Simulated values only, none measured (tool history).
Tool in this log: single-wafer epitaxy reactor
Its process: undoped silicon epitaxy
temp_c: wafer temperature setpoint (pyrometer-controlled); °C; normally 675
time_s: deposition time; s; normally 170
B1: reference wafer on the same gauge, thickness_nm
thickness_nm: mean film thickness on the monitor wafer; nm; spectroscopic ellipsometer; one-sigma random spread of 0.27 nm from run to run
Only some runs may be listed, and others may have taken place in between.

{"run": 1, "hour": 0.0, "temp_c": 675, "time_s": 170, "B1": 43.246, "thickness_nm": 44.412}
{"run": 2, "hour": 33.6, "temp_c": 675, "time_s": 170, "B1": 43.388, "thickness_nm": 44.285}
{"run": 3, "hour": 61.3, "temp_c": 665, "time_s": 170, "B1": 43.299, "thickness_nm": 34.673}
{"run": 4, "hour": 95.5, "temp_c": 665, "time_s": 170, "B1": 43.392, "thickness_nm": 34.246}
{"hour": 115.2, "done": "gauge calibrated"}
{"run": 5, "hour": 156.5, "temp_c": 665, "time_s": 170, "B1": 43.302, "thickness_nm": 34.372}
{"run": 6, "hour": 186.6, "temp_c": 675, "time_s": 170, "B1": 43.317, "thickness_nm": 43.579}
{"run": 7, "hour": 272.4, "temp_c": 675, "time_s": 170, "B1": 43.258, "thickness_nm": 43.428}
{"run": 8, "hour": 284.7, "temp_c": 675, "time_s": 170, "B1": 43.201, "thickness_nm": 43.368}
{"run": 9, "hour": 315.8, "temp_c": 675, "time_s": 170, "B1": 43.313, "thickness_nm": 43.272}
{"run": 10, "hour": 330.7, "temp_c": 675, "time_s": 170, "B1": 43.323, "thickness_nm": 43.512}
{"run": 11, "hour": 357.9, "temp_c": 675, "time_s": 170, "B1": 43.328, "thickness_nm": 43.432}
{"run": 12, "hour": 393.0, "temp_c": 679, "time_s": 198, "B1": 43.355, "thickness_nm": 55.307}
{"run": 13, "hour": 424.8, "temp_c": 686, "time_s": 192, "B1": 43.301, "thickness_nm": 62.453}
{"run": 14, "hour": 460.8, "temp_c": 675, "time_s": 170, "B1": 43.353, "thickness_nm": 42.631}
{"run": 15, "hour": 542.0, "temp_c": 675, "time_s": 170, "B1": 43.385, "thickness_nm": 42.805}
{"run": 16, "hour": 565.1, "temp_c": 681, "time_s": 200, "B1": 43.317, "thickness_nm": 57.804}
{"hour": 634.1, "done": "gauge calibrated"}
{"hour": 649.4, "done": "pyrometer calibrated"}
{"run": 17, "hour": 667.0, "temp_c": 667, "time_s": 141, "B1": 43.325, "thickness_nm": 33.752}
{"run": 18, "hour": 680.6, "temp_c": 687, "time_s": 170, "B1": 43.343, "thickness_nm": 64.897}
{"run": 19, "hour": 697.1, "temp_c": 664, "time_s": 139, "B1": 43.267, "thickness_nm": 30.879}

The next listed run, before its measurement:
{"run": 20, "hour": 725.5, "temp_c": 664, "time_s": 158, "B1": "?", "thickness_nm": "?"}

B1: 43.314
thickness_nm: 35.222 nm
Minus the tool's unlogged condition, the same run would have read thickness_nm 34.965 nm.

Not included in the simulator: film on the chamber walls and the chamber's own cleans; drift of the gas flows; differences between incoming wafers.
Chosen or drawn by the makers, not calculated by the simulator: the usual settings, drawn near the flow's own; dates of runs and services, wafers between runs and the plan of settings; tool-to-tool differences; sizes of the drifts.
